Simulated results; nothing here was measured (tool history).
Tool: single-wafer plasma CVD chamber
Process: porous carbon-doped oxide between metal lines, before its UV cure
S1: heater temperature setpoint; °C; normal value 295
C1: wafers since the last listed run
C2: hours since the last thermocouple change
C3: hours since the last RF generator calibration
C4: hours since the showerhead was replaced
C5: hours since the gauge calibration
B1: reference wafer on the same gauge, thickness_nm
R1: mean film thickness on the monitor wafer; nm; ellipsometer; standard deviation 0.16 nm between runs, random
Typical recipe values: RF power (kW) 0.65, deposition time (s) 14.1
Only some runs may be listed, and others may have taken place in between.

Run 1, hour 0: usual settings but deposition time (s) 13.3; C1 0; C2 818.9; C3 1073.9; C4 5843.8; C5 62.9; B1 124.989. Result: R1 94.906 nm.
Run 2, hour 7: usual settings but deposition time (s) 13.3; C1 252; C2 825.9; C3 1080.9; C4 5850.8; C5 69.9; B1 125.111. Result: R1 95.123 nm.
Run 3, hour 21.8: usual settings but deposition time (s) 13.3; C1 534; C2 840.7; C3 1095.7; C4 5865.6; C5 84.7; B1 124.972. Result: R1 95.397 nm.
Run 4, hour 29.6: usual settings but RF power (kW) 0.71; C1 281; C2 848.5; C3 1103.5; C4 5873.4; C5 92.5; B1 125.035. Result: R1 105.243 nm.
At hour 60.9: gauge calibrated.
Run 5, hour 76: usual settings; C1 1675; C2 894.9; C3 1149.9; C4 5919.8; C5 15.1; B1 125.04. Result: R1 100.424 nm.
Run 6, hour 90.9: usual settings; C1 538; C2 909.8; C3 1164.8; C4 5934.7; C5 30; B1 125.03. Result: R1 100.465 nm.
Run 7, hour 98.8: usual settings; C1 285; C2 917.7; C3 1172.7; C4 5942.6; C5 37.9; B1 125.041. Result: R1 100.221 nm.
At hour 114.3: showerhead replaced.
Run 8, hour 115.6: usual settings but S1 299 °C; C1 317; C2 934.5; C3 1189.5; C4 1.3; C5 54.7; B1 125.005. Result: R1 98.219 nm.
At hour 128.5: thermocouple changed; heater temperature recalibrated.
Run 9, hour 129: usual settings but S1 307 °C, deposition time (s) 12.6; C1 195; C2 0.5; C3 1202.9; C4 14.7; C5 68.1; B1 124.978. Result: R1 84.62 nm.
Run 10, hour 143: usual settings but S1 281 °C, RF power (kW) 0.6, deposition time (s) 12.1; C1 505; C2 14.5; C3 1216.9; C4 28.7; C5 82.1; B1 124.987. Result: R1 89.613 nm.
At hour 161.3: RF generator calibrated.
Run 11, hour 161.8: usual settings; C1 390; C2 33.3; C3 0.5; C4 47.5; C5 100.9; B1 124.966. Result: R1 104.114 nm.
Run 12, hour 164.7: usual settings; C1 104; C2 36.2; C3 3.4; C4 50.4; C5 103.8; B1 124.941. Result: R1 104.13 nm.
At hour 167.6: gauge calibrated.
Run 13, hour 173.1: usual settings but S1 303 °C; C1 303; C2 44.6; C3 11.8; C4 58.8; C5 5.5; B1 125.009. Result: R1 100.388 nm.
Run 14, hour 188.4: usual settings; C1 552; C2 59.9; C3 27.1; C4 74.1; C5 20.8; B1 124.982. Result: R1 104.176 nm.
Run 15, hour 194.6: usual settings but S1 307 °C, RF power (kW) 0.705; C1 223; C2 66.1; C3 33.3; C4 80.3; C5 27; B1 124.934. Result: R1 102.059 nm.
Run 16, hour 212.5: usual settings but S1 283 °C, RF power (kW) 0.705; C1 646; C2 84; C3 51.2; C4 98.2; C5 44.9; B1 124.986. Result: R1 115.786 nm.

What if the next run were any one of these 4? Each begins from the tool's condition after run 16:
Run A, hour 212.9: usual settings but RF power (kW) 0.745; C1 14; C2 84.4; C3 51.6; C4 98.6; C5 45.3; B1 ?. Result: R1 ?.
Run B, hour 212.9: usual settings but S1 291 °C, RF power (kW) 0.765; C1 14; C2 84.4; C3 51.6; C4 98.6; C5 45.3; B1 ?. Result: R1 ?.
Run C, hour 212.9: usual settings but RF power (kW) 0.535; C1 14; C2 84.4; C3 51.6; C4 98.6; C5 45.3; B1 ?. Result: R1 ?.
Run D, hour 212.9: usual settings but RF power (kW) 0.735; C1 14; C2 84.4; C3 51.6; C4 98.6; C5 45.3; B1 ?. Result: R1 ?.

run       B1       R1
  A  125.003  111.752
  B  125.003  115.672
  C  125.003   94.589
  D  125.003  110.975
Without the tool's unlogged condition, the same runs would have read:
run       R1
  A  112.357
  B  116.298
  C   95.109
  D  111.576

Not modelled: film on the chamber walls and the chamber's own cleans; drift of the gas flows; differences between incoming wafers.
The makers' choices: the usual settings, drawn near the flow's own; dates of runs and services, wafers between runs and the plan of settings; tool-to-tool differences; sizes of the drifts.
